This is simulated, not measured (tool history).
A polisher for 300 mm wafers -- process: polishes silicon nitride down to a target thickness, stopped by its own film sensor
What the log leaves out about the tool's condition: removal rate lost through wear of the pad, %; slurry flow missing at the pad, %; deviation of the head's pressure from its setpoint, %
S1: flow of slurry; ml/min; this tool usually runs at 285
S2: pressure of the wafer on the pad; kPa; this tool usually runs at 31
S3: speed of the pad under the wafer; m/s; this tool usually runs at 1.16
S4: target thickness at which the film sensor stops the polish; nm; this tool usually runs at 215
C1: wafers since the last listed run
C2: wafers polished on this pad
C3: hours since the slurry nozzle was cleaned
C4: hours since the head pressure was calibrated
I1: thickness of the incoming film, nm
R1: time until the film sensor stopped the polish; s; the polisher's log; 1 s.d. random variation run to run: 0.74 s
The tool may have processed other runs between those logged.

Run 1, hour 0: usual settings but S3 1.26 m/s; C1 0; C2 1154; C3 408.4; C4 268.7; I1 359.3. Result: R1 59.6 s.
Run 2, hour 14.5: usual settings; C1 178; C2 1333; C3 422.9; C4 283.2; I1 361.2. Result: R1 63.2 s.
Run 3, hour 37.5: usual settings; C1 283; C2 1616; C3 445.9; C4 306.2; I1 360.4. Result: R1 63.8 s.
At hour 49.3: slurry nozzle cleaned.
At hour 73.1: worn pad replaced by a new one.
Run 4, hour 114: usual settings but S2 34.5 kPa; C1 881; C2 504; C3 64.7; C4 382.7; I1 357.7. Result: R1 56 s.
Run 5, hour 132: usual settings but S2 34.5 kPa; C1 221; C2 725; C3 82.7; C4 400.7; I1 353.6. Result: R1 52.8 s.
Run 6, hour 157.2: usual settings; C1 310; C2 1036; C3 107.9; C4 425.9; I1 359.1. Result: R1 61.4 s.
Run 7, hour 186: usual settings; C1 354; C2 1391; C3 136.7; C4 454.7; I1 362.7. Result: R1 63.7 s.
Run 8, hour 217.9: usual settings; C1 393; C2 1784; C3 168.6; C4 486.6; I1 363.7. Result: R1 63.7 s.
Run 9, hour 232.1: usual settings; C1 175; C2 1959; C3 182.8; C4 500.8; I1 359.4. Result: R1 61.5 s.
At hour 249.6: worn pad replaced by a new one.
Run 10, hour 258: usual settings; C1 269; C2 103; C3 208.7; C4 526.7; I1 355.1. Result: R1 58.6 s.
Run 11, hour 287.6: usual settings; C1 364; C2 468; C3 238.3; C4 556.3; I1 367.5. Result: R1 64.7 s.
Run 12, hour 308.7: usual settings but S4 177 nm; C1 260; C2 728; C3 259.4; C4 577.4; I1 359.1. Result: R1 76.7 s.
Run 13, hour 330.5: usual settings; C1 268; C2 997; C3 281.2; C4 599.2; I1 364.1. Result: R1 62.8 s.
Run 14, hour 343.7: usual settings but S2 37.2 kPa; C1 162; C2 1159; C3 294.4; C4 612.4; I1 362.9. Result: R1 52.9 s.
Run 15, hour 361.4: usual settings but S2 37.2 kPa; C1 218; C2 1377; C3 312.1; C4 630.1; I1 353.3. Result: R1 48.9 s.
Run 16, hour 380.5: usual settings but S4 202 nm; C1 235; C2 1613; C3 331.2; C4 649.2; I1 360.5. Result: R1 67 s.
Run 17, hour 405.5: usual settings but S4 202 nm; C1 308; C2 1921; C3 356.2; C4 674.2; I1 357.5. Result: R1 62.5 s.
At hour 412.2: worn pad replaced by a new one.
Run 18, hour 436.2: usual settings but S2 40 kPa, S3 0.9 m/s; C1 329; C2 295; C3 386.9; C4 704.9; I1 358.8. Result: R1 58.1 s.
Run 19, hour 452.4: usual settings but S2 37.2 kPa; C1 199; C2 495; C3 403.1; C4 721.1; I1 358.6. Result: R1 49.4 s.
Run 20, hour 477.8: usual settings; C1 313; C2 808; C3 428.5; C4 746.5; I1 364.1. Result: R1 61.4 s.
Run 21, hour 505.8: usual settings but S1 210 ml/min; C1 345; C2 1153; C3 456.5; C4 774.5; I1 356.1. Result: R1 59.8 s.
At hour 512.7: slurry nozzle cleaned.
Run 22, hour 523.9: usual settings; C1 210; C2 1364; C3 11.2; C4 792.6; I1 355.4. Result: R1 57.9 s.
Run 23, hour 544.2: usual settings but S1 225 ml/min, S2 22.1 kPa, S3 1.44 m/s, S4 166 nm; C1 250; C2 1614; C3 31.5; C4 812.9; I1 359.2. Result: R1 90.1 s.
At hour 557.1: worn pad replaced by a new one.
Run 24, hour 559: usual settings but S3 1.34 m/s, S4 259 nm; C1 133; C2 22; C3 46.3; C4 827.7; I1 355.2. Result: R1 34.6 s.
Run 25, hour 573.7: usual settings but S4 197 nm; C1 181; C2 203; C3 61; C4 842.4; I1 363.8. Result: R1 65.7 s.
Run 26, hour 614.2: usual settings but S1 215 ml/min, S2 25.5 kPa, S3 0.98 m/s; C1 499; C2 703; C3 101.5; C4 882.9; I1 361.5. Result: R1 82.4 s.
At hour 635.2: head pressure recalibrated.
Run 27, hour 646.6: usual settings but S1 215 ml/min, S2 39.3 kPa, S3 1.02 m/s, S4 258 nm; C1 374; C2 1077; C3 133.9; C4 11.4; I1 362.8. Result: R1 41.7 s.
Run 28, hour 671.8: usual settings but S1 310 ml/min, S3 0.82 m/s; C1 310; C2 1388; C3 159.1; C4 36.6; I1 361. Result: R1 84 s.
Run 29, hour 704.4: usual settings; C1 401; C2 1790; C3 191.7; C4 69.2; I1 363.6. Result: R1 64.3 s.
At hour 711.7: worn pad replaced by a new one.
Run 30, hour 728.8: usual settings but S3 0.88 m/s; C1 251; C2 210; C3 216.1; C4 93.6; I1 366.9. Result: R1 82.4 s.
Run 31, hour 743: usual settings but S1 330 ml/min, S3 0.88 m/s, S4 256 nm; C1 175; C2 385; C3 230.3; C4 107.8; I1 360.5. Result: R1 57.5 s.
Run 32, hour 766.9: usual settings but S1 215 ml/min, S2 35.2 kPa, S4 238 nm; C1 294; C2 680; C3 254.2; C4 131.7; I1 363. Result: R1 50.1 s.
Run 33, hour 797: usual settings; C1 371; C2 1051; C3 284.3; C4 161.8; I1 359.6. Result: R1 63.1 s.
Run 34, hour 831.5: usual settings but S2 37.2 kPa; C1 425; C2 1476; C3 318.8; C4 196.3; I1 361.8. Result: R1 53.4 s.
Run 35, hour 848.3: usual settings but S1 230 ml/min, S4 255 nm; C1 207; C2 1683; C3 335.6; C4 213.1; I1 359.2. Result: R1 46.9 s.

Measured result minus the same run's result without the hidden state. Both carry the same run-to-run variation, though not necessarily the same gauge scatter:
run    R1
  1  -0.6
  2  -0.7
  3  -0.8
  4  -1.1
  5  -1.1
  6  -1.5
  7  -1.7
  8    -2
  9    -2
 10  -2.1
 11  -2.5
 12  -3.2
 13  -2.9
 14  -2.6
 15  -2.5
 16  -3.6
 17  -3.6
 18  -3.6
 19  -3.3
 20  -4.4
 21  -4.6
 22  -4.6
 23  -7.5
 24    -3
 25  -5.9
 26  -8.2
 27    +0
 28  -0.1
 29  -0.1
 30  -0.2
 31  -0.1
 32  -0.2
 33  -0.3
 34  -0.4
 35  -0.3
